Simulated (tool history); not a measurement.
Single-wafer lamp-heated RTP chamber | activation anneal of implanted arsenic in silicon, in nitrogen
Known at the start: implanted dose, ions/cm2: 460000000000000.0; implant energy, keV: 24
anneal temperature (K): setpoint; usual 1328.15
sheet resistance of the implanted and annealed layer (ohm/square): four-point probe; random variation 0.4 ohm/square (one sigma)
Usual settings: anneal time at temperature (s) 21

run,hour,anneal temperature (K),anneal time at temperature (s),"read-back reference wafer on the same gauge, sheet resistance",sheet resistance of the implanted and annealed layer (ohm/square)
1,0,1317.15,21,198.9,219.78
# hour 6.5: reflector plate cleaned
# hour 9.3: pyrometer window cleaned and pyrometer calibrated
2,16.3,1317.15,21,199.09,221.9
3,39.9,1317.15,21,199.23,221.98
4,61.6,1328.15,21,198.95,219.94
5,87.1,1328.15,21,199.03,220.22
6,109.2,1308.15,21,199.06,222.87
7,121.4,1308.15,21,198.98,222.6
# hour 157.4: pyrometer window cleaned and pyrometer calibrated
8,157.9,1328.15,21,199.23,219.45
# hour 182.6: gauge calibrated
9,207.5,1350.15,21,198.93,215.63
10,243,1356.15,32,199.07,209.68
# hour 256.6: reflector plate cleaned
11,273.2,1347.15,13,199.12,220.63
12,285.7,1316.15,16,199.07,223.75

Run 13 comes next. What will it give?
13,299,1301.15,14,?,?

read-back reference wafer on the same gauge, sheet resistance: 199.12
sheet resistance of the implanted and annealed layer (ohm/square): 225.85
Without the tool's hidden state the same run would have given sheet resistance of the implanted and annealed layer (ohm/square) 226.02.
